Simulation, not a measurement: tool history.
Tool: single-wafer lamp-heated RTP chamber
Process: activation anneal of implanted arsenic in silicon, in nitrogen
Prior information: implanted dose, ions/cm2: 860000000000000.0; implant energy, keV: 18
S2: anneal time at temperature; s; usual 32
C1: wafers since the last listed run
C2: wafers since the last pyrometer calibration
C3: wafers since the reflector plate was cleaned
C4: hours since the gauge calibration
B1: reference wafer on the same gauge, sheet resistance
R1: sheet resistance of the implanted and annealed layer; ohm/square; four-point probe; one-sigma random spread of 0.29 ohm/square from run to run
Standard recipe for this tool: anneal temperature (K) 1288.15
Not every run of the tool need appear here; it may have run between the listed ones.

{"run": 1, "hour": 0.0, "anneal temperature (K)": 1288.15, "S2": 47, "C1": 0, "C2": 1539, "C3": 2377, "C4": 216.6, "B1": 118.95, "R1": 137.12}
{"run": 2, "hour": 6.6, "anneal temperature (K)": 1288.15, "S2": 47, "C1": 62, "C2": 1601, "C3": 2440, "C4": 223.2, "B1": 119, "R1": 136.58}
{"hour": 32.4, "done": "pyrometer window cleaned and pyrometer calibrated"}
{"run": 3, "hour": 34.1, "anneal temperature (K)": 1288.15, "S2": 32, "C1": 184, "C2": 16, "C3": 2624, "C4": 250.7, "B1": 118.97, "R1": 143.63}
{"run": 4, "hour": 42.2, "anneal temperature (K)": 1288.15, "S2": 32, "C1": 76, "C2": 93, "C3": 2701, "C4": 258.8, "B1": 118.97, "R1": 143.27}
{"run": 5, "hour": 54.6, "anneal temperature (K)": 1288.15, "S2": 32, "C1": 117, "C2": 210, "C3": 2818, "C4": 271.2, "B1": 119.04, "R1": 142.53}
{"run": 6, "hour": 67.6, "anneal temperature (K)": 1288.15, "S2": 26, "C1": 122, "C2": 333, "C3": 2941, "C4": 284.2, "B1": 119.02, "R1": 145.26}
{"run": 7, "hour": 81.9, "anneal temperature (K)": 1288.15, "S2": 26, "C1": 135, "C2": 468, "C3": 3076, "C4": 298.5, "B1": 118.97, "R1": 144.78}
{"run": 8, "hour": 94.5, "anneal temperature (K)": 1288.15, "S2": 26, "C1": 119, "C2": 587, "C3": 3195, "C4": 311.1, "B1": 118.94, "R1": 144.39}
{"run": 9, "hour": 111.6, "anneal temperature (K)": 1288.15, "S2": 32, "C1": 161, "C2": 749, "C3": 3357, "C4": 328.2, "B1": 119, "R1": 141.56}
{"hour": 115.2, "done": "gauge calibrated"}
{"run": 10, "hour": 124.3, "anneal temperature (K)": 1288.15, "S2": 32, "C1": 120, "C2": 869, "C3": 3477, "C4": 9.1, "B1": 119.01, "R1": 141.2}
{"run": 11, "hour": 136.5, "anneal temperature (K)": 1288.15, "S2": 32, "C1": 115, "C2": 984, "C3": 3593, "C4": 21.3, "B1": 119.06, "R1": 141.38}
{"run": 12, "hour": 145.1, "anneal temperature (K)": 1264.15, "S2": 32, "C1": 81, "C2": 1066, "C3": 3674, "C4": 29.9, "B1": 119.05, "R1": 148.63}
{"run": 13, "hour": 162.3, "anneal temperature (K)": 1264.15, "S2": 32, "C1": 162, "C2": 1228, "C3": 3837, "C4": 47.1, "B1": 118.96, "R1": 148.32}
{"hour": 183.6, "done": "reflector plate cleaned"}
{"run": 14, "hour": 184.1, "anneal temperature (K)": 1288.15, "S2": 32, "C1": 130, "C2": 1359, "C3": 4, "C4": 68.9, "B1": 119.05, "R1": 142.21}
{"run": 15, "hour": 190.1, "anneal temperature (K)": 1288.15, "S2": 27, "C1": 56, "C2": 1416, "C3": 61, "C4": 74.9, "B1": 119.02, "R1": 144.86}
{"hour": 209.1, "done": "pyrometer window cleaned and pyrometer calibrated"}
{"run": 16, "hour": 209.6, "anneal temperature (K)": 1262.15, "S2": 21, "C1": 108, "C2": 4, "C3": 170, "C4": 94.4, "B1": 118.97, "R1": 157.99}
{"run": 17, "hour": 214.4, "anneal temperature (K)": 1288.15, "S2": 32, "C1": 45, "C2": 50, "C3": 215, "C4": 99.2, "B1": 119.01, "R1": 144.87}
{"run": 18, "hour": 229.3, "anneal temperature (K)": 1315.15, "S2": 17, "C1": 140, "C2": 191, "C3": 356, "C4": 114.1, "B1": 119, "R1": 144.35}
{"run": 19, "hour": 237.6, "anneal temperature (K)": 1288.15, "S2": 15, "C1": 78, "C2": 269, "C3": 435, "C4": 122.4, "B1": 118.97, "R1": 152.84}
{"run": 20, "hour": 252.5, "anneal temperature (K)": 1288.15, "S2": 32, "C1": 140, "C2": 410, "C3": 576, "C4": 137.3, "B1": 118.96, "R1": 143.61}
{"run": 21, "hour": 268.6, "anneal temperature (K)": 1288.15, "S2": 32, "C1": 152, "C2": 562, "C3": 728, "C4": 153.4, "B1": 118.9, "R1": 143.83}
{"run": 22, "hour": 302.0, "anneal temperature (K)": 1305.15, "S2": 46, "C1": 315, "C2": 878, "C3": 1044, "C4": 186.8, "B1": 119.01, "R1": 134.65}
{"run": 23, "hour": 309.6, "anneal temperature (K)": 1306.15, "S2": 32, "C1": 71, "C2": 950, "C3": 1116, "C4": 194.4, "B1": 119, "R1": 137.91}
{"run": 24, "hour": 317.7, "anneal temperature (K)": 1311.15, "S2": 47, "C1": 76, "C2": 1027, "C3": 1192, "C4": 202.5, "B1": 119.03, "R1": 132.54}
{"run": 25, "hour": 324.4, "anneal temperature (K)": 1269.15, "S2": 32, "C1": 63, "C2": 1090, "C3": 1256, "C4": 209.2, "B1": 119.03, "R1": 147.93}
{"run": 26, "hour": 333.3, "anneal temperature (K)": 1307.15, "S2": 22, "C1": 84, "C2": 1174, "C3": 1340, "C4": 218.1, "B1": 118.93, "R1": 141.35}
{"run": 27, "hour": 343.9, "anneal temperature (K)": 1304.15, "S2": 32, "C1": 100, "C2": 1274, "C3": 1440, "C4": 228.7, "B1": 118.98, "R1": 137.81}

Results for each run, recomputed without the tool's hidden state and with each run's random variation untouched:
Hidden state at play: true wafer temperature minus pyrometer reading, K; wafer temperature error from the tarnished reflector plate, K; gauge reads high (%).
run=1 R1=140.82
run=2 R1=140.38
run=3 R1=145.58
run=4 R1=145.37
run=5 R1=144.86
run=6 R1=147.92
run=7 R1=147.72
run=8 R1=147.57
run=9 R1=144.97
run=10 R1=144.84
run=11 R1=145.25
run=12 R1=153.75
run=13 R1=153.85
run=14 R1=144.84
run=15 R1=147.68
run=16 R1=158.93
run=17 R1=145.75
run=18 R1=145.36
run=19 R1=154.26
run=20 R1=145.27
run=21 R1=145.81
run=22 R1=136.74
run=23 R1=140.21
run=24 R1=134.81
run=25 R1=151.64
run=26 R1=144.17
run=27 R1=140.7

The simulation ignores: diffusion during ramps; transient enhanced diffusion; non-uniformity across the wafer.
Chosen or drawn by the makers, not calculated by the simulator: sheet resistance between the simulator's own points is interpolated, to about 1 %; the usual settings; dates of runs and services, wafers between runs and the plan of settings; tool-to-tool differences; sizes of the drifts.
